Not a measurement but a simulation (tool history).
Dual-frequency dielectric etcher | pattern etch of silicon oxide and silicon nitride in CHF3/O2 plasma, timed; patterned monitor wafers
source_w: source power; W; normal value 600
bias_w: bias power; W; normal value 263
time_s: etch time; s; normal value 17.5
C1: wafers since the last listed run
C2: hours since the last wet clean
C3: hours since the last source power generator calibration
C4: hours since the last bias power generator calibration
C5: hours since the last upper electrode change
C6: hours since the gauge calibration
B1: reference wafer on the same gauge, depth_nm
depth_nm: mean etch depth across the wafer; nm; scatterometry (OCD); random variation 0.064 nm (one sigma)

run 1 hour=0 | source_w=600 bias_w=263 time_s=17.5 | C1=0 C2=373.2 C3=2493.3 C4=4209.3 C5=2225.5 C6=176.7 | B1=27.42 | depth_nm=30.05
run 2 hour=12.8 | source_w=600 bias_w=243 time_s=17.5 | C1=167 C2=386 C3=2506.1 C4=4222.1 C5=2238.3 C6=189.5 | B1=27.41 | depth_nm=28.69
run 3 hour=30.7 | source_w=600 bias_w=243 time_s=17.5 | C1=234 C2=403.9 C3=2524 C4=4240 C5=2256.2 C6=207.4 | B1=27.41 | depth_nm=28.8
run 4 hour=48.1 | source_w=600 bias_w=263 time_s=17.5 | C1=228 C2=421.3 C3=2541.4 C4=4257.4 C5=2273.6 C6=224.8 | B1=27.41 | depth_nm=29.93
run 5 hour=58.3 | source_w=600 bias_w=263 time_s=17.5 | C1=133 C2=431.5 C3=2551.6 C4=4267.6 C5=2283.8 C6=235 | B1=27.39 | depth_nm=30.07
run 6 hour=68 | source_w=600 bias_w=263 time_s=17.5 | C1=127 C2=441.2 C3=2561.3 C4=4277.3 C5=2293.5 C6=244.7 | B1=27.4 | depth_nm=29.93
run 7 hour=105 | source_w=600 bias_w=263 time_s=21.5 | C1=485 C2=478.2 C3=2598.3 C4=4314.3 C5=2330.5 C6=281.7 | B1=27.4 | depth_nm=36.85
-- hour=132.4 upper electrode replaced, of another model than before
run 8 hour=132.9 | source_w=600 bias_w=263 time_s=21.5 | C1=51 C2=506.1 C3=2626.2 C4=4342.2 C5=0.5 C6=309.6 | B1=27.4 | depth_nm=36.69
run 9 hour=133.2 | source_w=600 bias_w=263 time_s=21.5 | C1=0 C2=506.4 C3=2626.5 C4=4342.5 C5=0.8 C6=309.9 | B1=27.4 | depth_nm=36.86
-- hour=156.9 wet clean of the chamber
run 10 hour=157.4 | source_w=600 bias_w=288 time_s=17.5 | C1=5 C2=0.5 C3=2650.7 C4=4366.7 C5=25 C6=334.1 | B1=27.41 | depth_nm=32.55
run 11 hour=157.8 | source_w=600 bias_w=288 time_s=17.5 | C1=5 C2=0.9 C3=2651.1 C4=4367.1 C5=25.4 C6=334.5 | B1=27.4 | depth_nm=32.58
-- hour=158.6 gauge calibrated
run 12 hour=160.5 | source_w=600 bias_w=288 time_s=17.5 | C1=35 C2=3.6 C3=2653.8 C4=4369.8 C5=28.1 C6=1.9 | B1=27.4 | depth_nm=32.5
run 13 hour=171.1 | source_w=600 bias_w=289 time_s=17.5 | C1=139 C2=14.2 C3=2664.4 C4=4380.4 C5=38.7 C6=12.5 | B1=27.41 | depth_nm=32.55
-- hour=177.8 bias power generator calibrated
run 14 hour=188.7 | source_w=600 bias_w=289 time_s=17.5 | C1=178 C2=31.8 C3=2682 C4=10.9 C5=56.3 C6=30.1 | B1=27.41 | depth_nm=32.5
run 15 hour=204.5 | source_w=600 bias_w=263 time_s=13 | C1=207 C2=47.6 C3=2697.8 C4=26.7 C5=72.1 C6=45.9 | B1=27.41 | depth_nm=22.52
run 16 hour=215.4 | source_w=710 bias_w=315 time_s=17.5 | C1=142 C2=58.5 C3=2708.7 C4=37.6 C5=83 C6=56.8 | B1=27.4 | depth_nm=35.65
run 17 hour=225.8 | source_w=600 bias_w=263 time_s=17.5 | C1=136 C2=68.9 C3=2719.1 C4=48 C5=93.4 C6=67.2 | B1=27.4 | depth_nm=30.51
run 18 hour=233.1 | source_w=680 bias_w=233 time_s=22 | C1=95 C2=76.2 C3=2726.4 C4=55.3 C5=100.7 C6=74.5 | B1=27.41 | depth_nm=35.81
run 19 hour=245.2 | source_w=600 bias_w=263 time_s=17.5 | C1=158 C2=88.3 C3=2738.5 C4=67.4 C5=112.8 C6=86.6 | B1=27.4 | depth_nm=30.36
run 20 hour=256.6 | source_w=560 bias_w=288 time_s=21.5 | C1=149 C2=99.7 C3=2749.9 C4=78.8 C5=124.2 C6=98 | B1=27.39 | depth_nm=39.13
-- hour=266.3 source power generator calibrated
run 21 hour=272.5 | source_w=450 bias_w=326 time_s=22 | C1=156 C2=115.6 C3=6.2 C4=94.7 C5=140.1 C6=113.9 | B1=27.41 | depth_nm=41.57
run 22 hour=282.2 | source_w=450 bias_w=263 time_s=17.5 | C1=127 C2=125.3 C3=15.9 C4=104.4 C5=149.8 C6=123.6 | B1=27.39 | depth_nm=28.66
run 23 hour=316 | source_w=540 bias_w=216 time_s=21.5 | C1=443 C2=159.1 C3=49.7 C4=138.2 C5=183.6 C6=157.4 | B1=27.4 | depth_nm=31.18
run 24 hour=329.9 | source_w=600 bias_w=263 time_s=21.5 | C1=182 C2=173 C3=63.6 C4=152.1 C5=197.5 C6=171.3 | B1=27.39 | depth_nm=37.17
run 25 hour=344.8 | source_w=600 bias_w=288 time_s=17.5 | C1=195 C2=187.9 C3=78.5 C4=167 C5=212.4 C6=186.2 | B1=27.39 | depth_nm=32.24
run 26 hour=352.3 | source_w=480 bias_w=239 time_s=15.5 | C1=98 C2=195.4 C3=86 C4=174.5 C5=219.9 C6=193.7 | B1=27.4 | depth_nm=23.9
run 27 hour=358.9 | source_w=700 bias_w=263 time_s=20.5 | C1=86 C2=202 C3=92.6 C4=181.1 C5=226.5 C6=200.3 | B1=27.4 | depth_nm=36.7
run 28 hour=374.1 | source_w=600 bias_w=237 time_s=16 | C1=199 C2=217.2 C3=107.8 C4=196.3 C5=241.7 C6=215.5 | B1=27.41 | depth_nm=25.6
run 29 hour=382.1 | source_w=600 bias_w=305 time_s=17.5 | C1=104 C2=225.2 C3=115.8 C4=204.3 C5=249.7 C6=223.5 | B1=27.39 | depth_nm=33.54

For each entry between runs, how does the tool's hidden state at the last listed run before it compare with that at the first listed run after it?
After run 7, before run 8: upper electrode replaced, of another model than before (hour 132.4)
  etch rate over this chamber's usual, %: -1.72 -> -1.83
  measured result minus the result with no hidden state, depth_nm: -0.65 -> -0.68 nm
After run 9, before run 10: wet clean of the chamber (hour 156.9)
  etch rate over this chamber's usual, %: -1.83 -> -0.00897
  measured result minus the result with no hidden state, depth_nm: -0.69 -> -0.01 nm
After run 11, before run 12: gauge calibrated (hour 158.6)
  etch rate over this chamber's usual, %: -0.0105 -> -0.021
  measured result minus the result with no hidden state, depth_nm: -0.01 -> -0.01 nm
After run 13, before run 14: bias power generator calibrated (hour 177.8)
  etch rate over this chamber's usual, %: -0.062 -> -0.13
  measured result minus the result with no hidden state, depth_nm: -0.02 -> -0.04 nm
After run 20, before run 21: source power generator calibrated (hour 266.3)
  etch rate over this chamber's usual, %: -0.393 -> -0.454
  measured result minus the result with no hidden state, depth_nm: -0.16 -> -0.19 nm

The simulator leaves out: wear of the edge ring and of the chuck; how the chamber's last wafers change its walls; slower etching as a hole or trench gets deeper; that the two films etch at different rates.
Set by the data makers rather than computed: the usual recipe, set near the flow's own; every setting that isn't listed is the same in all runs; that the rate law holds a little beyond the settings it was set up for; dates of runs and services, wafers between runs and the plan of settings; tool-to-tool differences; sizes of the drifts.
